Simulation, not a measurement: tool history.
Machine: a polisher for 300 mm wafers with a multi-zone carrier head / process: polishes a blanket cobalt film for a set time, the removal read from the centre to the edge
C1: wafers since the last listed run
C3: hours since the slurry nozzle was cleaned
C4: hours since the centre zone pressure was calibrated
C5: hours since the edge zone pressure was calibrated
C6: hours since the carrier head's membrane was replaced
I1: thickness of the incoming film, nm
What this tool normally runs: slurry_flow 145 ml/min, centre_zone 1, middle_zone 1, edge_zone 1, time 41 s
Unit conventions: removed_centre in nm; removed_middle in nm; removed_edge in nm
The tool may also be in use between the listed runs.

Run 1, hour 0: usual settings but edge_zone 0.92; C1 0; wafers polished on this pad 308; C3 272.5; C4 585.7; C5 792.8; C6 826; I1 883.1. Result: removed_centre 314.1 nm, removed_middle 321.9 nm, removed_edge 307.9 nm.
Run 2, hour 33.1: usual settings but edge_zone 0.92; C1 240; wafers polished on this pad 548; C3 305.6; C4 618.8; C5 825.9; C6 859.1; I1 879.9. Result: removed_centre 319.5 nm, removed_middle 320.3 nm, removed_edge 304 nm.
At hour 67: edge zone pressure recalibrated.
Run 3, hour 68.8: usual settings but middle_zone 0.92; C1 244; wafers polished on this pad 793; C3 341.3; C4 654.5; C5 1.8; C6 894.8; I1 871. Result: removed_centre 318.7 nm, removed_middle 298.4 nm, removed_edge 320.7 nm.
At hour 72.3: centre zone pressure recalibrated.
Run 4, hour 129.7: usual settings but middle_zone 0.92; C1 427; wafers polished on this pad 1220; C3 402.2; C4 57.4; C5 62.7; C6 955.7; I1 868.3. Result: removed_centre 317.7 nm, removed_middle 305.3 nm, removed_edge 321.5 nm.
At hour 168.7: worn pad replaced by a new one.
At hour 224.9: slurry nozzle cleaned.
Run 5, hour 313.7: usual settings; C1 1299; wafers polished on this pad 1045; C3 88.8; C4 241.4; C5 246.7; C6 1139.7; I1 865.7. Result: removed_centre 318.1 nm, removed_middle 323.8 nm, removed_edge 321.2 nm.
Run 6, hour 356.7: usual settings but slurry_flow 165 ml/min, time 33 s; C1 312; wafers polished on this pad 1357; C3 131.8; C4 284.4; C5 289.7; C6 1182.7; I1 881.6. Result: removed_centre 261.9 nm, removed_middle 262.2 nm, removed_edge 258.3 nm.
At hour 361.3: worn pad replaced by a new one.
Run 7, hour 389.5: usual settings but slurry_flow 165 ml/min, time 33 s; C1 209; wafers polished on this pad 204; C3 164.6; C4 317.2; C5 322.5; C6 1215.5; I1 870.8. Result: removed_centre 260.9 nm, removed_middle 265.3 nm, removed_edge 263.6 nm.
At hour 435.2: carrier head's membrane replaced by a new one.
Run 8, hour 436.5: usual settings but slurry_flow 165 ml/min, time 33 s; C1 304; wafers polished on this pad 509; C3 211.6; C4 364.2; C5 369.5; C6 1.3; I1 870. Result: removed_centre 263.6 nm, removed_middle 256.6 nm, removed_edge 261.2 nm.
Run 9, hour 508.5: usual settings but edge_zone 0.94; C1 522; wafers polished on this pad 1032; C3 283.6; C4 436.2; C5 441.5; C6 73.3; I1 881.6. Result: removed_centre 316.5 nm, removed_middle 324.5 nm, removed_edge 311.3 nm.
Run 10, hour 571.8: usual settings but edge_zone 0.94; C1 459; wafers polished on this pad 1491; C3 346.9; C4 499.5; C5 504.8; C6 136.6; I1 861.3. Result: removed_centre 315.2 nm, removed_middle 316.9 nm, removed_edge 312.3 nm.
At hour 578.2: worn pad replaced by a new one.
Run 11, hour 619.7: usual settings but centre_zone 1.05, edge_zone 1.09, time 33 s; C1 318; wafers polished on this pad 301; C3 394.8; C4 547.4; C5 552.7; C6 184.5; I1 858.4. Result: removed_centre 268 nm, removed_middle 258.6 nm, removed_edge 273.1 nm.
Run 12, hour 653.9: usual settings but slurry_flow 120 ml/min, middle_zone 1.04, edge_zone 0.92, time 29 s; C1 248; wafers polished on this pad 549; C3 429; C4 581.6; C5 586.9; C6 218.7; I1 877.3. Result: removed_centre 211.9 nm, removed_middle 228.3 nm, removed_edge 211.1 nm.
Run 13, hour 701.1: usual settings but middle_zone 0.92, time 31 s; C1 342; wafers polished on this pad 892; C3 476.2; C4 628.8; C5 634.1; C6 265.9; I1 880.2. Result: removed_centre 235.1 nm, removed_middle 230.1 nm, removed_edge 240.9 nm.
Run 14, hour 768.2: usual settings but middle_zone 1.05; C1 487; wafers polished on this pad 1379; C3 543.3; C4 695.9; C5 701.2; C6 333; I1 865.6. Result: removed_centre 318.8 nm, removed_middle 334.4 nm, removed_edge 318.2 nm.
At hour 773: centre zone pressure recalibrated.
At hour 784.7: edge zone pressure recalibrated.
At hour 786.1: worn pad replaced by a new one.
Run 15, hour 808.4: usual settings but slurry_flow 185 ml/min, middle_zone 0.93, edge_zone 0.93, time 29 s; C1 252; wafers polished on this pad 161; C3 583.5; C4 35.4; C5 23.7; C6 373.2; I1 874.9. Result: removed_centre 234.4 nm, removed_middle 233 nm, removed_edge 225.2 nm.
At hour 841.7: slurry nozzle cleaned.
Run 16, hour 868.8: usual settings but time 28 s; C1 431; wafers polished on this pad 592; C3 27.1; C4 95.8; C5 84.1; C6 433.6; I1 880.2. Result: removed_centre 214.8 nm, removed_middle 219.3 nm, removed_edge 216.1 nm.
Run 17, hour 907.3: usual settings; C1 279; wafers polished on this pad 872; C3 65.6; C4 134.3; C5 122.6; C6 472.1; I1 853.8. Result: removed_centre 322.2 nm, removed_middle 329.1 nm, removed_edge 321.2 nm.
Run 18, hour 964.1: usual settings but slurry_flow 120 ml/min, centre_zone 1.07; C1 412; wafers polished on this pad 1284; C3 122.4; C4 191.1; C5 179.4; C6 528.9; I1 867.8. Result: removed_centre 317.3 nm, removed_middle 312.2 nm, removed_edge 309.7 nm.
At hour 985.3: worn pad replaced by a new one.
Run 19, hour 1021.4: usual settings but slurry_flow 105 ml/min, edge_zone 0.91; C1 386; wafers polished on this pad 261; C3 179.7; C4 248.4; C5 236.7; C6 586.2; I1 881.3. Result: removed_centre 287 nm, removed_middle 292.5 nm, removed_edge 287.5 nm.
Run 20, hour 1051.3: usual settings; C1 217; wafers polished on this pad 478; C3 209.6; C4 278.3; C5 266.6; C6 616.1; I1 876.3. Result: removed_centre 314.9 nm, removed_middle 315.6 nm, removed_edge 316.7 nm.
Run 21, hour 1121.5: usual settings but slurry_flow 120 ml/min, centre_zone 1.07, middle_zone 1.12, edge_zone 0.95; C1 509; wafers polished on this pad 988; C3 279.8; C4 348.5; C5 336.8; C6 686.3; I1 871.9. Result: removed_centre 321 nm, removed_middle 336.6 nm, removed_edge 300.7 nm.

Take each entry between the runs: how does the hidden state at the last listed run before it differ from the hidden state at the first listed run after it?
After run 2, before run 3: edge zone pressure recalibrated (hour 67)
  nothing in the hidden state changes from one run to the other
After run 3, before run 4: centre zone pressure recalibrated (hour 72.3)
  nothing in the hidden state changes from one run to the other
After run 4, before run 5: worn pad replaced by a new one (hour 168.7); slurry nozzle cleaned (hour 224.9)
  nothing in the hidden state changes from one run to the other
After run 6, before run 7: worn pad replaced by a new one (hour 361.3)
  nothing in the hidden state changes from one run to the other
After run 7, before run 8: carrier head's membrane replaced by a new one (hour 435.2)
  nothing in the hidden state changes from one run to the other
After run 10, before run 11: worn pad replaced by a new one (hour 578.2)
  nothing in the hidden state changes from one run to the other
After run 14, before run 15: centre zone pressure recalibrated (hour 773); edge zone pressure recalibrated (hour 784.7); worn pad replaced by a new one (hour 786.1)
  nothing in the hidden state changes from one run to the other
After run 15, before run 16: slurry nozzle cleaned (hour 841.7)
  nothing in the hidden state changes from one run to the other
After run 18, before run 19: worn pad replaced by a new one (hour 985.3)
  nothing in the hidden state changes from one run to the other
